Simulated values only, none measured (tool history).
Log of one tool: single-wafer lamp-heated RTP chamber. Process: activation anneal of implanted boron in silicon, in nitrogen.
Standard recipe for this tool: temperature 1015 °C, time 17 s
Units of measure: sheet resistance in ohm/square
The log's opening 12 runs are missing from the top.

run	hour	temperature	time	wafers since the last listed run	wafers since the last pyrometer calibration	wafers since the reflector plate was cleaned	hours since the gauge calibration	read-back reference wafer on the same gauge, sheet resistance	sheet resistance
# hour 582.5: gauge calibrated
13	589.5	1015	17	454	2847	1906	7.0	134.80	128.26
# hour 600.7: pyrometer window cleaned and pyrometer calibrated
14	627.1	1015	17	275	246	2182	44.6	134.90	134.90
15	838.0	1015	17	1965	2211	4148	255.5	134.67	131.78
16	881.2	1015	17	402	2614	4551	298.7	134.80	130.55
17	912.7	1023	12	293	2908	4844	330.2	134.93	131.61
# hour 958.8: pyrometer window cleaned and pyrometer calibrated
18	976.5	1015	17	520	164	5364	394.0	134.79	135.59
19	1099.0	1015	17	1141	1306	6506	516.5	135.01	133.98
# hour 1228.9: reflector plate cleaned
20	1250.2	1006	17	1334	2641	198	667.7	134.89	136.10
21	1306.1	1028	27	520	3162	719	723.6	134.76	113.59
22	1357.4	1004	7	478	3640	1197	774.9	135.06	144.98
# hour 1386.8: pyrometer window cleaned and pyrometer calibrated
23	1411.3	1040	23	427	227	1624	828.8	134.86	115.13
24	1534.2	1040	23	1145	1373	2770	951.7	134.91	114.23
25	1572.2	987	13	354	1727	3124	989.7	135.05	154.51
26	1630.1	1031	24	539	2267	3664	1047.6	135.14	116.21
27	1690.3	1026	14	561	2828	4225	1107.8	134.96	125.19
# hour 1754.5: pyrometer window cleaned and pyrometer calibrated
28	1790.0	992	22	854	331	5079	1207.5	134.69	145.99
29	1848.8	1001	7	548	879	5627	1266.3	134.94	155.67
30	1905.1	1015	17	524	1404	6152	1322.6	134.98	132.38

Alternative continuations, all from the tool just after run 30; predict every row:
A	1905.5	1015	12	3	1407	6156	1323.0	?	?
B	1905.5	1032	8	3	1407	6156	1323.0	?	?
C	1905.5	1015	23	3	1407	6156	1323.0	?	?
D	1905.5	1015	26	3	1407	6156	1323.0	?	?

run	read-back reference wafer on the same gauge, sheet resistance	sheet resistance
A	134.90	137.99
B	134.90	133.48
C	134.90	129.80
D	134.90	128.20
What these runs would have given with no unlogged condition in the tool:
run	sheet resistance
A	139.40
B	134.76
C	131.20
D	129.61
